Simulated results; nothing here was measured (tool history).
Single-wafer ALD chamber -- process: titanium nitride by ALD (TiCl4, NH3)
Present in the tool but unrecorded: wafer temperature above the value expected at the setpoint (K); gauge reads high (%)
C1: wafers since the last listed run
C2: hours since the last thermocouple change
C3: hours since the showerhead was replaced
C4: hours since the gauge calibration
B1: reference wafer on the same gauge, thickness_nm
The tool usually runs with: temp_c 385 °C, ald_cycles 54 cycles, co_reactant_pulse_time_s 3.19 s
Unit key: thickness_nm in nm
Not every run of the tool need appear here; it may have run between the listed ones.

Run 1, day 0.000: usual settings; C1 0; C2 164.7; C3 1973.3; C4 1155.0; B1 1.193. Result: thickness_nm 1.189 nm.
Run 2, day 1.583: usual settings; C1 157; C2 202.7; C3 2011.3; C4 1193.0; B1 1.194. Result: thickness_nm 1.192 nm.
Run 3, day 3.838: usual settings; C1 223; C2 256.8; C3 2065.4; C4 1247.1; B1 1.195. Result: thickness_nm 1.185 nm.
Run 4, day 5.504: usual settings but temp_c 389 °C; C1 165; C2 296.8; C3 2105.4; C4 1287.1; B1 1.195. Result: thickness_nm 1.188 nm.
Run 5, day 17.696: usual settings but temp_c 389 °C; C1 1209; C2 589.4; C3 2398.0; C4 1579.7; B1 1.199. Result: thickness_nm 1.192 nm.
Run 6, day 19.329: usual settings but temp_c 392 °C, ald_cycles 48 cycles; C1 162; C2 628.6; C3 2437.2; C4 1618.9; B1 1.198. Result: thickness_nm 1.061 nm.
Run 7, day 23.562: usual settings but ald_cycles 57 cycles, co_reactant_pulse_time_s 2.67 s; C1 419; C2 730.2; C3 2538.8; C4 1720.5; B1 1.200. Result: thickness_nm 1.239 nm.
Run 8, day 27.471: usual settings but ald_cycles 57 cycles, co_reactant_pulse_time_s 2.67 s; C1 387; C2 824.0; C3 2632.6; C4 1814.3; B1 1.200. Result: thickness_nm 1.248 nm.
Run 9, day 30.688: usual settings but ald_cycles 57 cycles, co_reactant_pulse_time_s 2.67 s; C1 319; C2 901.2; C3 2709.8; C4 1891.5; B1 1.201. Result: thickness_nm 1.243 nm.
Run 10, day 34.129: usual settings; C1 341; C2 983.8; C3 2792.4; C4 1974.1; B1 1.203. Result: thickness_nm 1.193 nm.
Run 11, day 37.658: usual settings; C1 350; C2 1068.5; C3 2877.1; C4 2058.8; B1 1.202. Result: thickness_nm 1.195 nm.
Run 12, day 41.588: usual settings; C1 389; C2 1162.8; C3 2971.4; C4 2153.1; B1 1.204. Result: thickness_nm 1.195 nm.
Run 13, day 45.767: usual settings; C1 414; C2 1263.1; C3 3071.7; C4 2253.4; B1 1.205. Result: thickness_nm 1.197 nm.
Run 14, day 50.092: usual settings; C1 429; C2 1366.9; C3 3175.5; C4 2357.2; B1 1.206. Result: thickness_nm 1.201 nm.
Run 15, day 52.454: usual settings; C1 234; C2 1423.6; C3 3232.2; C4 2413.9; B1 1.207. Result: thickness_nm 1.199 nm.
At day 53.783: gauge calibrated.
Run 16, day 54.192: usual settings; C1 172; C2 1465.3; C3 3273.9; C4 9.8; B1 1.183. Result: thickness_nm 1.175 nm.
Run 17, day 57.088: usual settings; C1 287; C2 1534.8; C3 3343.4; C4 79.3; B1 1.184. Result: thickness_nm 1.181 nm.
Run 18, day 58.812: usual settings but ald_cycles 57 cycles, co_reactant_pulse_time_s 4.01 s; C1 171; C2 1576.2; C3 3384.8; C4 120.7; B1 1.184. Result: thickness_nm 1.262 nm.
At day 59.512: showerhead replaced.
Run 19, day 61.858: usual settings but temp_c 396 °C, ald_cycles 46 cycles, co_reactant_pulse_time_s 4.30 s; C1 269; C2 1649.3; C3 56.3; C4 193.8; B1 1.185. Result: thickness_nm 1.025 nm.
Run 20, day 65.642: usual settings but ald_cycles 65 cycles, co_reactant_pulse_time_s 2.34 s; C1 375; C2 1740.1; C3 147.1; C4 284.6; B1 1.186. Result: thickness_nm 1.378 nm.
Run 21, day 69.788: usual settings but temp_c 397 °C, co_reactant_pulse_time_s 3.82 s; C1 411; C2 1839.6; C3 246.6; C4 384.1; B1 1.188. Result: thickness_nm 1.196 nm.
Run 22, day 72.746: usual settings; C1 293; C2 1910.6; C3 317.6; C4 455.1; B1 1.188. Result: thickness_nm 1.183 nm.
Run 23, day 76.800: usual settings but temp_c 394 °C, ald_cycles 63 cycles, co_reactant_pulse_time_s 2.80 s; C1 402; C2 2007.9; C3 414.9; C4 552.4; B1 1.188. Result: thickness_nm 1.373 nm.
At day 79.433: thermocouple changed; heater temperature recalibrated.
Run 24, day 79.621: usual settings but temp_c 393 °C, ald_cycles 51 cycles, co_reactant_pulse_time_s 3.66 s; C1 246; C2 4.5; C3 482.6; C4 620.1; B1 1.189. Result: thickness_nm 1.131 nm.
Run 25, day 82.596: usual settings but temp_c 378 °C, ald_cycles 50 cycles; C1 295; C2 75.9; C3 554.0; C4 691.5; B1 1.190. Result: thickness_nm 1.088 nm.
Run 26, day 85.408: usual settings; C1 279; C2 143.4; C3 621.5; C4 759.0; B1 1.190. Result: thickness_nm 1.182 nm.
Run 27, day 86.996: usual settings but temp_c 375 °C, ald_cycles 62 cycles; C1 157; C2 181.5; C3 659.6; C4 797.1; B1 1.191. Result: thickness_nm 1.354 nm.
Run 28, day 91.371: usual settings but temp_c 379 °C, ald_cycles 48 cycles, co_reactant_pulse_time_s 4.19 s; C1 434; C2 286.5; C3 764.6; C4 902.1; B1 1.192. Result: thickness_nm 1.066 nm.
Run 29, day 95.033: usual settings but temp_c 396 °C, ald_cycles 46 cycles, co_reactant_pulse_time_s 4.30 s; C1 363; C2 374.4; C3 852.5; C4 990.0; B1 1.193. Result: thickness_nm 1.033 nm.
Run 30, day 97.117: usual settings but ald_cycles 61 cycles, co_reactant_pulse_time_s 2.28 s; C1 206; C2 424.4; C3 902.5; C4 1040.0; B1 1.193. Result: thickness_nm 1.294 nm.
Run 31, day 99.788: usual settings but co_reactant_pulse_time_s 4.05 s; C1 264; C2 488.5; C3 966.6; C4 1104.1; B1 1.194. Result: thickness_nm 1.208 nm.
Run 32, day 103.017: usual settings but temp_c 395 °C; C1 320; C2 566.0; C3 1044.1; C4 1181.6; B1 1.195. Result: thickness_nm 1.193 nm.

Run 33 has not been measured yet. What should we expect?
Run 33, day 106.158: usual settings but temp_c 378 °C, co_reactant_pulse_time_s 2.86 s; C1 311; C2 641.4; C3 1119.5; C4 1257.0; B1 ?. Result: thickness_nm ?.

Run 33 yielded B1 1.195, thickness_nm 1.166 nm.
The same run, on a tool lacking any hidden state, would have yielded thickness_nm 1.152 nm.
